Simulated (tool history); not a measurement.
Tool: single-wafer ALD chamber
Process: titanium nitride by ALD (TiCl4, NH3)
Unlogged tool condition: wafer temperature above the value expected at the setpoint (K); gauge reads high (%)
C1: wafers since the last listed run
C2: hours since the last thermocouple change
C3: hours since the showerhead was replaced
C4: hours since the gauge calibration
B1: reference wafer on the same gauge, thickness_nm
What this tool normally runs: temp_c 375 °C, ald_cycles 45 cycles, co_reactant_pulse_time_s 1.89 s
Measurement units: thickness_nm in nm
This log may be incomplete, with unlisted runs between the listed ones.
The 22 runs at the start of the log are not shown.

Run 23, day 51.458: usual settings; C1 333; C2 1678.1; C3 4688.1; C4 2816.1; B1 1.201. Result: thickness_nm 1.015 nm.
At day 54.462: thermocouple changed; heater temperature recalibrated.
Run 24, day 54.483: usual settings; C1 411; C2 0.5; C3 4760.7; C4 2888.7; B1 1.200. Result: thickness_nm 1.026 nm.
At day 57.029: showerhead replaced.
Run 25, day 57.771: usual settings but temp_c 389 °C; C1 451; C2 79.4; C3 17.8; C4 2967.6; B1 1.200. Result: thickness_nm 1.037 nm.
Run 26, day 59.525: usual settings but temp_c 368 °C, ald_cycles 37 cycles; C1 268; C2 121.5; C3 59.9; C4 3009.7; B1 1.200. Result: thickness_nm 0.833 nm.
Run 27, day 60.925: usual settings but temp_c 371 °C, ald_cycles 37 cycles, co_reactant_pulse_time_s 2.43 s; C1 213; C2 155.1; C3 93.5; C4 3043.3; B1 1.201. Result: thickness_nm 0.851 nm.
At day 61.512: gauge calibrated.
Run 28, day 62.829: usual settings but ald_cycles 39 cycles; C1 290; C2 200.8; C3 139.2; C4 31.6; B1 1.200. Result: thickness_nm 0.884 nm.
Run 29, day 65.512: usual settings but temp_c 368 °C; C1 410; C2 265.2; C3 203.6; C4 96.0; B1 1.200. Result: thickness_nm 1.008 nm.
Run 30, day 66.704: usual settings but co_reactant_pulse_time_s 1.37 s; C1 182; C2 293.8; C3 232.2; C4 124.6; B1 1.200. Result: thickness_nm 0.993 nm.
Run 31, day 69.475: usual settings; C1 423; C2 360.3; C3 298.7; C4 191.1; B1 1.200. Result: thickness_nm 1.023 nm.
Run 32, day 72.162: usual settings but temp_c 366 °C, ald_cycles 52 cycles, co_reactant_pulse_time_s 2.63 s; C1 410; C2 424.8; C3 363.2; C4 255.6; B1 1.201. Result: thickness_nm 1.190 nm.
Run 33, day 74.329: usual settings but temp_c 366 °C, ald_cycles 49 cycles, co_reactant_pulse_time_s 1.52 s; C1 331; C2 476.8; C3 415.2; C4 307.6; B1 1.200. Result: thickness_nm 1.066 nm.
Run 34, day 75.962: usual settings; C1 249; C2 516.0; C3 454.4; C4 346.8; B1 1.200. Result: thickness_nm 1.022 nm.
Run 35, day 77.196: usual settings but co_reactant_pulse_time_s 2.51 s; C1 188; C2 545.6; C3 484.0; C4 376.4; B1 1.199. Result: thickness_nm 1.040 nm.
Run 36, day 79.488: usual settings but ald_cycles 50 cycles; C1 350; C2 600.6; C3 539.0; C4 431.4; B1 1.200. Result: thickness_nm 1.130 nm.
Run 37, day 82.288: usual settings but temp_c 390 °C, ald_cycles 40 cycles, co_reactant_pulse_time_s 2.36 s; C1 427; C2 667.8; C3 606.2; C4 498.6; B1 1.200. Result: thickness_nm 0.931 nm.
Run 38, day 84.912: usual settings but temp_c 369 °C, co_reactant_pulse_time_s 1.43 s; C1 401; C2 730.8; C3 669.2; C4 561.6; B1 1.200. Result: thickness_nm 0.983 nm.
Run 39, day 86.929: usual settings but temp_c 366 °C, ald_cycles 49 cycles, co_reactant_pulse_time_s 1.52 s; C1 308; C2 779.2; C3 717.6; C4 610.0; B1 1.200. Result: thickness_nm 1.063 nm.
Run 40, day 89.146: usual settings but ald_cycles 51 cycles, co_reactant_pulse_time_s 2.24 s; C1 338; C2 832.4; C3 770.8; C4 663.2; B1 1.201. Result: thickness_nm 1.167 nm.

Alternative continuations, all from the tool just after run 40; predict every row:
Run A, day 89.167: usual settings; C1 3; C2 832.9; C3 771.3; C4 663.7; B1 ?. Result: thickness_nm ?.
Run B, day 89.167: usual settings but ald_cycles 38 cycles, co_reactant_pulse_time_s 2.25 s; C1 3; C2 832.9; C3 771.3; C4 663.7; B1 ?. Result: thickness_nm ?.
Run C, day 89.167: usual settings but temp_c 365 °C, ald_cycles 41 cycles; C1 3; C2 832.9; C3 771.3; C4 663.7; B1 ?. Result: thickness_nm ?.
Run D, day 89.167: usual settings but ald_cycles 42 cycles, co_reactant_pulse_time_s 2.45 s; C1 3; C2 832.9; C3 771.3; C4 663.7; B1 ?. Result: thickness_nm ?.

run     B1  thickness_nm
  A  1.201         1.018
  B  1.201         0.871
  C  1.201         0.912
  D  1.201         0.968
Stripped of hidden state, with their random variation kept, the same runs would have yielded:
run  thickness_nm
  A         1.026
  B         0.877
  C         0.919
  D         0.974
